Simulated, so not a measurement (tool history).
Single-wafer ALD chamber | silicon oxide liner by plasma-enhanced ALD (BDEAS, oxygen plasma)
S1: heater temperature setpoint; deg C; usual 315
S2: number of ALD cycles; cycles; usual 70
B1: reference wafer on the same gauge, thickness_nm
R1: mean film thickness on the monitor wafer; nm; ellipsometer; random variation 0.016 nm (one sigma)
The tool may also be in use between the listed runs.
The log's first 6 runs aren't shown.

run 7 hour=377.5 | S1=311 S2=70 | B1=5.496 | R1=6.448
run 8 hour=481.4 | S1=315 S2=77 | B1=5.486 | R1=7.057
run 9 hour=583.1 | S1=315 S2=77 | B1=5.469 | R1=7.016
run 10 hour=639 | S1=315 S2=77 | B1=5.459 | R1=7.027
run 11 hour=735.6 | S1=315 S2=70 | B1=5.444 | R1=6.373
run 12 hour=814.3 | S1=315 S2=70 | B1=5.435 | R1=6.346
run 13 hour=912.5 | S1=322 S2=70 | B1=5.431 | R1=6.289
run 14 hour=993.9 | S1=315 S2=80 | B1=5.423 | R1=7.264
-- hour=1102.9 thermocouple changed; heater temperature recalibrated
run 15 hour=1205.7 | S1=315 S2=70 | B1=5.407 | R1=6.326
run 16 hour=1247.1 | S1=302 S2=65 | B1=5.401 | R1=5.96
run 17 hour=1352.7 | S1=309 S2=77 | B1=5.406 | R1=7.041
run 18 hour=1410.7 | S1=315 S2=56 | B1=5.392 | R1=5.062
run 19 hour=1465.2 | S1=319 S2=84 | B1=5.396 | R1=7.542
run 20 hour=1523.3 | S1=304 S2=70 | B1=5.402 | R1=6.397
run 21 hour=1576 | S1=327 S2=64 | B1=5.395 | R1=5.703
run 22 hour=1653.8 | S1=320 S2=77 | B1=5.388 | R1=6.868
run 23 hour=1707.2 | S1=315 S2=70 | B1=5.387 | R1=6.326
run 24 hour=1753.1 | S1=304 S2=63 | B1=5.39 | R1=5.751
run 25 hour=1819 | S1=309 S2=58 | B1=5.387 | R1=5.237
-- hour=1908.6 gauge calibrated
run 26 hour=1996.7 | S1=326 S2=74 | B1=5.442 | R1=6.647
-- hour=2083.5 thermocouple changed; heater temperature recalibrated
run 27 hour=2086 | S1=315 S2=82 | B1=5.428 | R1=7.441
run 28 hour=2162.8 | S1=327 S2=83 | B1=5.414 | R1=7.416
run 29 hour=2252.3 | S1=330 S2=70 | B1=5.395 | R1=6.197
run 30 hour=2336.9 | S1=315 S2=70 | B1=5.392 | R1=6.28

Run 31 comes next. What will it give?
run 31 hour=2467.2 | S1=315 S2=70 | B1=? | R1=?

B1: 5.368
R1: 6.288 nm
Without the tool's hidden state the same run would have given R1 6.429 nm.
